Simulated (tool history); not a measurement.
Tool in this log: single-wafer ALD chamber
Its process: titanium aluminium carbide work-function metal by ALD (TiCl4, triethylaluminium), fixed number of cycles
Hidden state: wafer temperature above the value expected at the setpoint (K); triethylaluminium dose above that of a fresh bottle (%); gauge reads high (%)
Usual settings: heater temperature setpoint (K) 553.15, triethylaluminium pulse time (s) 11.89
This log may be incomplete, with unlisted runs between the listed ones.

run,day,heater temperature setpoint (K),triethylaluminium pulse time (s),wafers since the last listed run,hours since the last thermocouple change,hours since the last triethylaluminium bottle change,hours since the showerhead was replaced,hours since the gauge calibration,"read-back reference wafer on the same gauge, thickness_nm",mean film thickness on the monitor wafer (angstrom)
1,0,559.15,11.89,0,513.7,1408.7,2696.6,128.7,2.107,20.42
2,0.908,559.15,11.89,162,535.5,1430.5,2718.4,150.5,2.111,20.56
3,1.592,559.15,11.89,122,551.9,1446.9,2734.8,166.9,2.111,20.5
4,2.696,553.15,11.89,197,578.4,1473.4,2761.3,193.4,2.112,20.01
5,4.075,553.15,11.89,247,611.5,1506.5,2794.4,226.5,2.113,20.18
6,5.467,553.15,11.89,249,644.9,1539.9,2827.8,259.9,2.11,20.02
7,6.362,553.15,11.89,160,666.4,1561.4,2849.3,281.4,2.109,20.11
8,7.112,553.15,11.89,134,684.4,1579.4,2867.3,299.4,2.108,20.13
9,8.4,549.15,15.38,230,715.3,1610.3,2898.2,330.3,2.11,20.09
10,8.95,563.15,8.68,98,728.5,1623.5,2911.4,343.5,2.111,20.23
11,10.317,563.15,8.68,245,761.3,1656.3,2944.2,376.3,2.109,20.31
12,11.438,553.15,10.56,200,788.2,1683.2,2971.1,403.2,2.108,20.11
13,12.771,553.15,10.56,239,820.2,1715.2,3003.1,435.2,2.108,20.08
14,13.867,553.15,10.56,196,846.5,1741.5,3029.4,461.5,2.11,19.97
# day 14.233: triethylaluminium bottle replaced
15,14.833,553.15,11.89,113,869.7,14.4,3052.6,484.7,2.111,20.32
16,16.058,558.15,15.42,219,899.1,43.8,3082,514.1,2.11,20.83
17,17.429,553.15,11.89,245,932,76.7,3114.9,547,2.109,20.21
18,18.779,559.15,11.89,242,964.4,109.1,3147.3,579.4,2.11,20.81
# day 19.408: thermocouple changed; heater temperature recalibrated
19,19.608,567.15,13.63,88,4.8,129,3167.2,599.3,2.111,21.22
20,20.267,553.15,11.89,118,20.6,144.8,3183,615.1,2.112,19.94
21,21.575,542.15,13.31,234,52,176.2,3214.4,646.5,2.11,19.02
# day 22.775: gauge calibrated
22,22.788,562.15,10.06,217,81.1,205.3,3243.5,0.3,2.111,20.32
23,24.092,553.15,10.56,233,112.4,236.6,3274.8,31.6,2.11,19.63
24,25.571,563.15,7.44,265,147.9,272.1,3310.3,67.1,2.111,19.45
# day 26.346: showerhead replaced
25,26.725,547.15,11.89,147,175.6,299.8,9.1,94.8,2.11,19.6
26,27.254,542.15,11.89,94,188.3,312.5,21.8,107.5,2.109,19.07
27,28.2,548.15,8.52,169,211,335.2,44.5,130.2,2.109,18.77
28,28.771,553.15,11.89,102,224.7,348.9,58.2,143.9,2.112,19.86
29,30.225,547.15,7.81,260,259.6,383.8,93.1,178.8,2.11,18.53
30,31.504,553.15,11.89,229,290.3,414.5,123.8,209.5,2.111,19.97
31,32.846,553.15,14,240,322.5,446.7,156,241.7,2.111,20.15
32,34,564.15,9.64,206,350.2,474.4,183.7,269.4,2.112,20.52
33,34.875,547.15,7.81,156,371.2,495.4,204.7,290.4,2.111,18.43

Each row is a separate what-if for the run after 33, all from the same tool condition, not one after another. Results?
A,34.892,553.15,11.89,2,371.6,495.8,205.1,290.8,?,?
B,34.892,542.15,16.63,2,371.6,495.8,205.1,290.8,?,?
C,34.892,539.15,15.32,2,371.6,495.8,205.1,290.8,?,?

run,"read-back reference wafer on the same gauge, thickness_nm",mean film thickness on the monitor wafer (angstrom)
A,2.11,20.09
B,2.11,19.45
C,2.11,19.17
Without the tool's hidden state the same runs would have given:
run,mean film thickness on the monitor wafer (angstrom)
A,19.98
B,19.35
C,19.06
